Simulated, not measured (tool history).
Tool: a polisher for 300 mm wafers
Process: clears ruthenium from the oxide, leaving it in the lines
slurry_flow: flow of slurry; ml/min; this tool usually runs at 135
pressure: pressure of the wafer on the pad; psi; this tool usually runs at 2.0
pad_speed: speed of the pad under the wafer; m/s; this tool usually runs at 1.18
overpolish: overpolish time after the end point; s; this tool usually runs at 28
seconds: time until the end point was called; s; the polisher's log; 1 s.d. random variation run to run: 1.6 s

run	day	slurry_flow	pressure	pad_speed	overpolish	incoming thickness of the incoming film, nm	seconds
1	0.000	135	2.0	1.18	28	123.7	97.7
2	0.375	135	2.0	1.18	28	124.4	94.7
3	0.988	135	2.0	1.18	28	122.9	98.9
4	1.467	135	2.0	1.18	34	126.6	100.7
# day 1.758: worn pad replaced by a new one
5	2.125	135	2.0	1.18	34	123.3	91.4
6	2.775	135	2.0	1.18	28	123.6	91.2
7	3.342	135	2.0	1.18	28	124.9	92.8
8	4.075	135	2.0	1.18	28	125.5	94.7
9	4.708	135	2.0	1.18	28	126.3	97.1
10	5.271	135	2.0	1.18	28	124.5	97.7
11	5.912	135	2.0	1.18	28	124.0	101.0
12	6.471	135	2.0	1.18	28	122.1	105.4
# day 6.696: worn pad replaced by a new one
13	6.900	135	2.0	1.18	28	122.4	92.2
14	7.492	115	2.0	1.34	40	126.6	86.1
15	7.758	135	2.5	1.08	43	125.5	79.7
16	8.054	135	2.2	1.18	24	124.8	82.3
# day 8.421: head pressure recalibrated
17	8.875	150	2.2	0.80	35	123.2	123.7
18	9.133	175	1.5	0.86	28	123.8	164.0
19	9.446	105	2.0	1.18	28	126.8	101.7
20	9.792	155	2.0	1.36	28	126.1	81.0
21	10.217	135	2.5	1.18	28	124.9	79.2
22	10.621	100	2.3	0.76	14	125.5	140.0
23	11.075	135	2.0	1.18	28	125.0	101.3
# day 11.354: worn pad replaced by a new one
24	11.496	135	2.0	1.18	28	124.9	92.1
# day 12.067: slurry nozzle cleaned
25	12.221	135	1.6	0.80	15	126.6	171.3
26	12.588	135	2.0	1.18	33	125.1	91.4
27	12.858	135	2.0	1.30	28	125.9	86.1
28	13.496	135	2.3	1.50	15	126.1	65.4
29	13.758	135	2.6	0.84	28	123.8	98.1
30	14.046	160	2.6	1.30	38	125.8	63.5
31	14.617	135	2.0	1.18	28	126.2	98.3
32	15.046	135	2.0	1.18	28	123.8	97.8
# day 15.467: worn pad replaced by a new one
33	15.488	135	2.0	0.96	28	125.9	112.4
34	15.888	135	1.4	1.18	28	124.9	131.8
35	16.500	135	2.0	1.18	28	124.0	90.6
36	16.808	135	2.5	1.32	28	125.9	66.8
37	17.392	165	2.2	1.18	41	125.1	83.1

Pick out some run-to-run changes in seconds. Of each, how much would a tool without hidden state show as well, from the settings, what came in and chance, and how much is left for the hidden state and any gauge scatter not in both results compared?
Hidden state present: removal rate lost through wear of the pad, %; slurry flow missing at the pad, %; deviation of the head's pressure from its setpoint, %.
Run 4 -> 5: worn pad replaced by a new one. seconds -9.3 s: hidden state -11.0, all else +1.7.
Run 12 -> 13: worn pad replaced by a new one. seconds -13.2 s: hidden state -13.0, all else -0.2.
Run 18 -> 19: slurry_flow 175 -> 105, pressure 1.5 -> 2.0, pad_speed 0.86 -> 1.18. seconds -62.3 s: hidden state -1.6, all else -60.7.
Run 23 -> 24: worn pad replaced by a new one. seconds -9.2 s: hidden state -11.0, all else +1.8.
Run 24 -> 25: pressure 2.0 -> 1.6, pad_speed 1.18 -> 0.80, overpolish 28 -> 15, slurry nozzle cleaned. seconds +79.2 s: hidden state +1.1, all else +78.1.
Run 25 -> 26: pressure 1.6 -> 2.0, pad_speed 0.80 -> 1.18, overpolish 15 -> 33. seconds -79.9 s: hidden state -0.3, all else -79.6.

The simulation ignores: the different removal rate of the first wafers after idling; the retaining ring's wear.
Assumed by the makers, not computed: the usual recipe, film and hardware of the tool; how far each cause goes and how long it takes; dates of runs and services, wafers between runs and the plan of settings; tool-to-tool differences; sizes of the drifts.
